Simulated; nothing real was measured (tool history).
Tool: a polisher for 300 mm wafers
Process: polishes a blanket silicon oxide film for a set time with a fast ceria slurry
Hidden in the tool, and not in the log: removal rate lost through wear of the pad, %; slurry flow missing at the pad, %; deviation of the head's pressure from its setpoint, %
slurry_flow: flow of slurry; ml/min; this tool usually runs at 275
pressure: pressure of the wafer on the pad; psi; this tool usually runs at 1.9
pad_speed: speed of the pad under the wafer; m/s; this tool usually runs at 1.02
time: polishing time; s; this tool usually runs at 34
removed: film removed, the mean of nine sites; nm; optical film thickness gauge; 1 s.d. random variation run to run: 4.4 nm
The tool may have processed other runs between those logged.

| run | hour | slurry_flow | pressure | pad_speed | time | wafers since the last listed run | wafers polished on this pad | hours since the slurry nozzle was cleaned | hours since the head pressure was calibrated | incoming thickness of the incoming film, nm | removed |
|---|---|---|---|---|---|---|---|---|---|---|---|
| 1 | 0.0 | 250 | 1.9 | 1.02 | 34 | 0 | 699 | 392.8 | 233.8 | 3866.6 | 398.1 |
| 2 | 43.3 | 275 | 1.9 | 1.02 | 34 | 520 | 1220 | 436.1 | 277.1 | 3809.7 | 402.2 |
| 3 | 99.7 | 275 | 1.9 | 1.16 | 34 | 678 | 1898 | 492.5 | 333.5 | 3798.8 | 451.9 |
|  | 154.3 | worn pad replaced by a new one |
| 4 | 154.7 | 275 | 1.9 | 1.16 | 34 | 613 | 5 | 547.5 | 388.5 | 3845.2 | 461.7 |
| 5 | 206.0 | 275 | 1.9 | 1.16 | 34 | 616 | 621 | 598.8 | 439.8 | 3763.7 | 439.9 |
|  | 223.1 | slurry nozzle cleaned |
| 6 | 264.9 | 275 | 1.9 | 1.28 | 34 | 696 | 1318 | 41.8 | 498.7 | 3800.4 | 474.4 |
| 7 | 361.1 | 275 | 1.9 | 1.28 | 34 | 1156 | 2474 | 138.0 | 594.9 | 3843.0 | 467.4 |
|  | 385.0 | slurry nozzle cleaned, repeated, since the last time left the tool worse |
|  | 403.1 | worn pad replaced by a new one |
| 8 | 457.7 | 275 | 1.9 | 1.28 | 34 | 1101 | 655 | 72.7 | 691.5 | 3832.0 | 513.6 |
|  | 522.0 | head pressure recalibrated |
| 9 | 523.9 | 275 | 1.9 | 1.02 | 34 | 771 | 1427 | 138.9 | 1.9 | 3829.6 | 409.1 |
| 10 | 610.1 | 275 | 1.9 | 1.28 | 34 | 1036 | 2463 | 225.1 | 88.1 | 3774.8 | 505.2 |
|  | 651.3 | worn pad replaced by a new one |
| 11 | 651.8 | 225 | 2.3 | 1.02 | 34 | 453 | 5 | 266.8 | 129.8 | 3736.4 | 481.1 |

Run 12 has not been measured yet. What should we expect?
| 12 | 745.8 | 300 | 2.5 | 1.02 | 34 | 1130 | 1135 | 360.8 | 223.8 | 3806.8 | ? |

{"run 12": {"removed": 544.8}}
Take away the tool's hidden state, keep the run-to-run variation as it was, and the same run would have given removed 557.6 nm.

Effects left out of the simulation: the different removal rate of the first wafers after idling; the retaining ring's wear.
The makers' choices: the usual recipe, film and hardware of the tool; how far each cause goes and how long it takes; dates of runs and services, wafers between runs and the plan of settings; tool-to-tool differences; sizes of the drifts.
